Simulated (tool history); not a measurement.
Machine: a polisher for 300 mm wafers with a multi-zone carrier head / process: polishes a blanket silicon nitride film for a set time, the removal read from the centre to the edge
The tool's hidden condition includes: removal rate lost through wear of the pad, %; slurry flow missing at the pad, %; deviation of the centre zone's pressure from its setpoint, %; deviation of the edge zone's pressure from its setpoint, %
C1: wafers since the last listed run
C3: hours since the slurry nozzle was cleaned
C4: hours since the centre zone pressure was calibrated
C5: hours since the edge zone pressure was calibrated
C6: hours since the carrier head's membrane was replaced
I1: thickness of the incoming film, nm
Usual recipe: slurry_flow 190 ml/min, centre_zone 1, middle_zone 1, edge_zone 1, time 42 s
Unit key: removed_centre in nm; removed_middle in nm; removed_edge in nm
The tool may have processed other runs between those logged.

run 1 hour=0 | slurry_flow=160 centre_zone=1 middle_zone=1 edge_zone=1 time=42 | C1=0 wafers_polished_on_this_pad=844 C3=266.6 C4=295.1 C5=1078.2 C6=1039.2 | I1=686.1 | removed_centre=88.1 removed_middle=88.3 removed_edge=88.6
-- hour=26.8 centre zone pressure recalibrated
run 2 hour=27.3 | slurry_flow=160 centre_zone=1 middle_zone=1 edge_zone=1 time=42 | C1=211 wafers_polished_on_this_pad=1055 C3=293.9 C4=0.5 C5=1105.5 C6=1066.5 | I1=676.6 | removed_centre=87.5 removed_middle=87.5 removed_edge=89.6
-- hour=39.5 slurry nozzle cleaned
-- hour=59.1 worn pad replaced by a new one
run 3 hour=59.6 | slurry_flow=160 centre_zone=1 middle_zone=1 edge_zone=1 time=42 | C1=227 wafers_polished_on_this_pad=3 C3=20.1 C4=32.8 C5=1137.8 C6=1098.8 | I1=689.5 | removed_centre=93.4 removed_middle=92.7 removed_edge=93.9
run 4 hour=88.7 | slurry_flow=190 centre_zone=1 middle_zone=1 edge_zone=1 time=42 | C1=242 wafers_polished_on_this_pad=246 C3=49.2 C4=61.9 C5=1166.9 C6=1127.9 | I1=694.9 | removed_centre=94.2 removed_middle=96.2 removed_edge=95.4
run 5 hour=179.3 | slurry_flow=190 centre_zone=1 middle_zone=1 edge_zone=1 time=42 | C1=755 wafers_polished_on_this_pad=1002 C3=139.8 C4=152.5 C5=1257.5 C6=1218.5 | I1=694.8 | removed_centre=90.8 removed_middle=91.5 removed_edge=92.7
run 6 hour=194.3 | slurry_flow=225 centre_zone=1 middle_zone=0.92 edge_zone=1 time=42 | C1=125 wafers_polished_on_this_pad=1127 C3=154.8 C4=167.5 C5=1272.5 C6=1233.5 | I1=691.8 | removed_centre=93.4 removed_middle=88.9 removed_edge=94.3
run 7 hour=215.2 | slurry_flow=225 centre_zone=1 middle_zone=0.92 edge_zone=1 time=42 | C1=174 wafers_polished_on_this_pad=1301 C3=175.7 C4=188.4 C5=1293.4 C6=1254.4 | I1=691.9 | removed_centre=93.4 removed_middle=88.1 removed_edge=92.5
-- hour=242.8 worn pad replaced by a new one
run 8 hour=243.3 | slurry_flow=190 centre_zone=1 middle_zone=1 edge_zone=1 time=42 | C1=201 wafers_polished_on_this_pad=4 C3=203.8 C4=216.5 C5=1321.5 C6=1282.5 | I1=698.6 | removed_centre=84.3 removed_middle=85 removed_edge=84.2
run 9 hour=273.8 | slurry_flow=190 centre_zone=1.1 middle_zone=1 edge_zone=0.93 time=53 | C1=254 wafers_polished_on_this_pad=258 C3=234.3 C4=247 C5=1352 C6=1313 | I1=699.7 | removed_centre=115.4 removed_middle=104.4 removed_edge=102.1
-- hour=287.2 carrier head's membrane replaced by a new one
run 10 hour=291.4 | slurry_flow=190 centre_zone=0.89 middle_zone=1 edge_zone=1.11 time=42 | C1=105 wafers_polished_on_this_pad=363 C3=251.9 C4=264.6 C5=1369.6 C6=4.2 | I1=697.6 | removed_centre=73.4 removed_middle=79.9 removed_edge=86.9
-- hour=334 worn pad replaced by a new one, repeated, since the last time left the tool worse
-- hour=342.1 slurry nozzle cleaned
run 11 hour=367.4 | slurry_flow=190 centre_zone=1 middle_zone=1.1 edge_zone=0.9 time=53 | C1=592 wafers_polished_on_this_pad=270 C3=25.3 C4=340.6 C5=1445.6 C6=80.2 | I1=677.8 | removed_centre=118.3 removed_middle=121.4 removed_edge=115.4
run 12 hour=391.1 | slurry_flow=190 centre_zone=1 middle_zone=1 edge_zone=1 time=42 | C1=197 wafers_polished_on_this_pad=468 C3=49 C4=364.3 C5=1469.3 C6=103.9 | I1=695.8 | removed_centre=92.4 removed_middle=95.1 removed_edge=94.2
-- hour=406.2 centre zone pressure recalibrated
-- hour=414.6 edge zone pressure recalibrated
run 13 hour=441.5 | slurry_flow=160 centre_zone=1 middle_zone=1 edge_zone=1 time=42 | C1=387 wafers_polished_on_this_pad=855 C3=99.4 C4=35.3 C5=26.9 C6=154.3 | I1=677.8 | removed_centre=87.2 removed_middle=89.5 removed_edge=90.3
run 14 hour=470.7 | slurry_flow=190 centre_zone=1 middle_zone=1 edge_zone=0.89 time=42 | C1=243 wafers_polished_on_this_pad=1098 C3=128.6 C4=64.5 C5=56.1 C6=183.5 | I1=685.6 | removed_centre=88.8 removed_middle=91 removed_edge=87.5
run 15 hour=486.4 | slurry_flow=190 centre_zone=1 middle_zone=0.91 edge_zone=1 time=42 | C1=130 wafers_polished_on_this_pad=1229 C3=144.3 C4=80.2 C5=71.8 C6=199.2 | I1=688.8 | removed_centre=90.3 removed_middle=84.8 removed_edge=91.3
-- hour=504.4 worn pad replaced by a new one
run 16 hour=522 | slurry_flow=250 centre_zone=1 middle_zone=1 edge_zone=1 time=42 | C1=263 wafers_polished_on_this_pad=147 C3=179.9 C4=115.8 C5=107.4 C6=234.8 | I1=677.6 | removed_centre=98.2 removed_middle=99.2 removed_edge=98.8

What does the tool deliver on the next run?
run 17 hour=552.8 | slurry_flow=165 centre_zone=0.91 middle_zone=0.89 edge_zone=1 time=42 | C1=256 wafers_polished_on_this_pad=404 C3=210.7 C4=146.6 C5=138.2 C6=265.6 | I1=681.8 | removed_centre=? removed_middle=? removed_edge=?

{"run 17": {"removed_centre": 82.5, "removed_middle": 84.4, "removed_edge": 93.5}}
Minus the tool's unlogged condition, the same run would have read removed_centre 84.1 nm, removed_middle 86 nm, removed_edge 95.3 nm.
